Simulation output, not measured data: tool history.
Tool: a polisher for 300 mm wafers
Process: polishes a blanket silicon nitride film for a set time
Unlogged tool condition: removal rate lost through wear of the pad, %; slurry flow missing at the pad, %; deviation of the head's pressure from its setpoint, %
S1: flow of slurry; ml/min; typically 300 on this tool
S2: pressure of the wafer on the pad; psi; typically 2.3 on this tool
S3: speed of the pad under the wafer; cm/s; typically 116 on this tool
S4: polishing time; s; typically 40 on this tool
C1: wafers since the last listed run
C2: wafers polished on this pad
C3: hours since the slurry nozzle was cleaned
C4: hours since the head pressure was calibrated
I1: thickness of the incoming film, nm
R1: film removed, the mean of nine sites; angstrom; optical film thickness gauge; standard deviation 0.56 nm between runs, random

run	hour	S1	S2	S3	S4	C1	C2	C3	C4	I1	R1
1	0	300	2.3	142	40	0	2315	386.5	617.3	848.5	552
# hour 13.6: head pressure recalibrated
# hour 185.3: worn pad replaced by a new one
2	185.8	340	2.3	116	40	2668	6	572.3	172.2	858.3	545
# hour 254.1: slurry nozzle cleaned
3	285.9	340	2.3	116	40	1470	1477	31.8	272.3	857.8	562
4	393.1	340	2.3	116	40	1590	3068	139	379.5	857.2	536
# hour 493.4: worn pad replaced by a new one
5	496.1	300	2.3	116	34	1469	39	242	482.5	872	432
# hour 540.2: head pressure recalibrated
6	601.6	300	2.3	116	34	1535	1575	347.5	61.4	845.4	495
7	687.3	300	2.7	102	40	1271	2847	433.2	147.1	861.5	619
# hour 771.6: worn pad replaced by a new one
8	776.6	300	2.7	102	40	1265	73	522.5	236.4	849.7	613
9	868.8	300	2.7	102	40	1368	1442	614.7	328.6	844.6	591
# hour 876.2: slurry nozzle cleaned
10	939.6	300	2.3	116	40	1035	2477	63.4	399.4	851	554
11	1033.4	330	1.7	116	49	1392	3869	157.2	493.2	870.9	484
12	1098.2	255	2.3	134	28	961	4831	222	558	845.9	394
# hour 1107.2: head pressure recalibrated
# hour 1110.8: worn pad replaced by a new one
13	1205.5	195	2.3	116	49	1510	1405	329.3	98.3	843	677
14	1247	215	2.9	116	40	615	2021	370.8	139.8	844.4	692
15	1324.2	330	2.3	116	40	1145	3166	448	217	851.9	575
16	1412.7	330	1.7	116	49	1313	4480	536.5	305.5	853.8	508
# hour 1429.7: worn pad replaced by a new one
17	1457.9	300	2.3	116	40	611	418	581.7	350.7	871.6	547
18	1543.4	225	2.3	140	40	1268	1687	667.2	436.2	845.4	580

Consider 3 possible next runs. They are alternatives, not a sequence: every one starts from the tool as it was left by run 18. What does each give?
A	1543.8	300	2.3	116	46	5	1693	667.6	436.6	850.8	?
B	1543.8	220	2.5	90	45	5	1693	667.6	436.6	850.8	?
C	1543.8	385	2.8	104	51	5	1693	667.6	436.6	850.8	?

run	R1
A	591
B	512
C	755
With no hidden state in the tool, these same runs would have given:
run	R1
A	649
B	568
C	825
